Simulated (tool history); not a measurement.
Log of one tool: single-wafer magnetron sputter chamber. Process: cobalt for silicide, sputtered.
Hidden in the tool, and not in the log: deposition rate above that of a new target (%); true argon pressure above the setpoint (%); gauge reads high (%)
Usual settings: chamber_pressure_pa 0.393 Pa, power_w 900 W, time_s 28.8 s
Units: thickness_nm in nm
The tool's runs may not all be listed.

run     day  chamber_pressure_pa  power_w  time_s  wafers since the last listed run  wafers on the sputter target  hours since the last manometer calibration  hours since the magnet pack was replaced  hours since the gauge calibration  read-back reference wafer on the same gauge, thickness_nm  thickness_nm
  1   0.000                0.393      900    28.8                                 0                          6532                                       824.9                                    9899.0                              465.5                                                     11.998        11.962
  2   1.308                0.393      900    28.8                               513                          7045                                       856.3                                    9930.4                              496.9                                                     12.000        11.891
      2.146  -- sputter target and shields replaced
  3   3.433                0.346      800    28.8                               702                           505                                       907.3                                    9981.4                              547.9                                                     11.990        11.022
  4   5.604                0.449      900    28.8                               851                          1357                                       959.4                                   10033.5                              600.0                                                     12.009        11.890
  5   6.796                0.449      900    28.8                               467                          1824                                       988.0                                   10062.1                              628.6                                                     11.986        11.897
  6   8.700                0.449      900    28.8                               747                          2571                                      1033.7                                   10107.8                              674.3                                                     12.017        11.954
  7  10.325                0.393      900    28.8                               637                          3209                                      1072.7                                   10146.8                              713.3                                                     11.995        12.091
     11.838  -- magnet pack replaced
  8  11.929                0.393      900    28.8                               498                          3707                                      1111.2                                       2.2                              751.8                                                     12.002        12.082
  9  13.562                0.393      900    28.8                               640                          4348                                      1150.4                                      41.4                              791.0                                                     12.007        12.051
 10  15.229                0.524      750    23.6                               653                          5002                                      1190.4                                      81.4                              831.0                                                     12.002         7.881
 11  16.521                0.249      850    26.7                               506                          5509                                      1221.4                                     112.4                              862.0                                                     11.999        10.962
     17.829  -- gauge calibrated
 12  19.388                0.393      900    28.8                              1124                          6633                                      1290.2                                     181.2                               37.4                                                     11.992        11.915
     20.108  -- sputter target and shields replaced
 13  21.146                0.480     1050    28.8                               559                           406                                      1332.4                                     223.4                               79.6                                                     12.006        14.036
     25.246  -- capacitance manometer re-zeroed and calibrated
 14  28.392                0.393      900    33.3                              2711                          3118                                        75.5                                     397.3                              253.5                                                     12.007        13.750
 15  29.408                0.441      900    24.6                               398                          3517                                        99.9                                     421.7                              277.9                                                     11.998         9.958
 16  30.583                0.301     1000    25.0                               460                          3978                                       128.1                                     449.9                              306.1                                                     12.012        11.817
 17  32.621                0.478      900    28.8                               799                          4777                                       177.0                                     498.8                              355.0                                                     11.984        11.467
 18  33.758                0.393      900    24.4                               446                          5224                                       204.3                                     526.1                              382.3                                                     11.996         9.938

Forecast each of these 5 alternatives for the next run:
  A  33.775                0.393      900    25.0                                 6                          5230                                       204.7                                     526.5                              382.7                                                          ?             ?
  B  33.775                0.307     1000    28.8                                 6                          5230                                       204.7                                     526.5                              382.7                                                          ?             ?
  C  33.775                0.312      900    32.5                                 6                          5230                                       204.7                                     526.5                              382.7                                                          ?             ?
  D  33.775                0.545      800    28.8                                 6                          5230                                       204.7                                     526.5                              382.7                                                          ?             ?
  E  33.775                0.393      800    31.5                                 6                          5230                                       204.7                                     526.5                              382.7                                                          ?             ?

run  read-back reference wafer on the same gauge, thickness_nm  thickness_nm
  A                                                     11.986        10.193
  B                                                     11.986        13.444
  C                                                     11.986        13.631
  D                                                     11.986         9.907
  E                                                     11.986        11.416
Without the tool's hidden state the same runs would have given:
run  thickness_nm
  A        10.455
  B        13.797
  C        13.987
  D        10.152
  E        11.709
